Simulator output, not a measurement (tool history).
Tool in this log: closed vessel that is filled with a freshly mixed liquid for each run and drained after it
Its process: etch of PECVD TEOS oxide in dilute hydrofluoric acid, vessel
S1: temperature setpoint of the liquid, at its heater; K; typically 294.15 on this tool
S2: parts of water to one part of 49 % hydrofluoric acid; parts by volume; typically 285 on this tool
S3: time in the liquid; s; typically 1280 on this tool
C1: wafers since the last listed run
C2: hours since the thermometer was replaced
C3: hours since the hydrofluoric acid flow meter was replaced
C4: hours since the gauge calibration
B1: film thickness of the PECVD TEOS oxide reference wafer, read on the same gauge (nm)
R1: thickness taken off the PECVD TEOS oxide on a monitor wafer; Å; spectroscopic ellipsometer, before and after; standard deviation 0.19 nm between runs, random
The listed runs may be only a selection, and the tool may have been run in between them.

run    hour      S1   S2    S3     C1      C2     C3      C4      B1     R1
  1       0  294.15  240  1280      0  1399.9  791.2     2.4   99.99  593.9
       78.1  -- hydrofluoric acid flow meter replaced
  2    96.5  294.15  240  1280   5772  1496.4   18.4    98.9   99.99  594.4
  3   143.5  294.15  240  1280   2840  1543.4   65.4   145.9   99.99  592.2
  4   208.1  294.15  285  1870   3904    1608    130   210.5  100.03  702.2
  5   259.1  294.15  285  1870   3082    1659    181   261.5   99.99  695.3
  6   354.5  294.15  285  1280   5766  1754.4  276.4   356.9   99.97  482.3
  7   440.2  294.15  285  1125   5180  1840.1  362.1   442.6   99.96  421.8
  8   481.3  294.15  285  1125   2484  1881.2  403.2   483.7     100  423.4
  9   572.6  294.15  285  1280   5518  1972.5  494.5     575  100.02  478.3
 10   635.8  294.15  285   970   3820  2035.7  557.7   638.2  100.01  363.5
 11   713.5  294.15  185  1280   4696  2113.4  635.4   715.9     100  812.9
 12   808.6  290.15  285   900   5748  2208.5  730.5     811  100.01    293
 13   874.4  291.15  285  1280   3977  2274.3  796.3   876.8   99.99  431.2
      902.6  -- thermometer replaced
      903.6  -- hydrofluoric acid flow meter replaced
 14   959.5  297.15  350  1280   5022    56.9   55.9   961.9     100  406.8
 15  1041.9  290.15  335   880   4980   139.3  138.3  1044.3   99.99  233.4
 16  1243.1  294.15  225  1015  12161   340.5  339.5  1245.5   99.97  514.2
 17  1283.9  294.15  285  1280   2466   381.3  380.3  1286.3   99.96  476.8
 18  1327.1  290.15  205  1640   2611   424.5  423.5  1329.5  100.02  797.2
 19  1415.4  290.65  285  1555   5337   512.8  511.8  1417.8   99.97  510.1
 20  1451.7  297.65  395   710   2194   549.1  548.1  1454.1  100.02  196.7
 21  1521.3  294.15  335  1280   4206   618.7  617.7  1523.7   99.97  392.2
 22  1625.3  292.65  285  1280   6286   722.7  721.7  1627.7   99.98  457.2
 23  1819.6  294.15  285  1280  11744     917    916    1822     100  480.2
       1823  -- hydrofluoric acid flow meter replaced
 24  1916.3  298.65  285  1280   5784  1013.7   93.3  1918.7  100.01  563.5
 25  1998.4  294.15  285  1280   4962  1095.8  175.4  2000.8  100.04  480.1
 26  2051.1  294.15  285  1280   3185  1148.5  228.1  2053.5  100.07  480.2
 27  2123.9  294.15  285  1280   4400  1221.3  300.9  2126.3   99.97  482.1
 28  2210.7  294.15  285  1280   5246  1308.1  387.7  2213.1  100.02  482.5
 29  2273.1  298.15  340  1280   3771  1370.5  450.1  2275.5   99.97  441.8
 30  2353.5  294.15  285  1005   4859  1450.9  530.5  2355.9  100.04  375.6
 31  2423.5  294.15  285  1280   4231  1520.9  600.5  2425.9   99.97  484.2
 32  2469.9  294.15  235  1280   2804  1567.3  646.9  2472.3  100.06  610.5
     2542.4  -- hydrofluoric acid flow meter replaced
 33    2550  294.15  285  1280   4781  1647.4    7.6  2552.4  100.01  481.2
 34  2621.7  294.15  345   655   4333  1719.1   79.3  2624.1  100.02  193.7

Below are 3 alternative next runs, each starting from the tool's condition after run 34. Predict each:
  A  2622.7  294.15  285  1280  60  1720.1  80.3  2625.1   ?   ?
  B  2622.7  290.15  285  1280  60  1720.1  80.3  2625.1   ?   ?
  C  2622.7  298.65  145  1580  60  1720.1  80.3  2625.1   ?   ?

run   B1      R1
  A  100   479.7
  B  100   413.2
  C  100  1591.1
Without the tool's unlogged condition, the same runs would have read:
run      R1
  A   479.7
  B   413.2
  C  1591.1
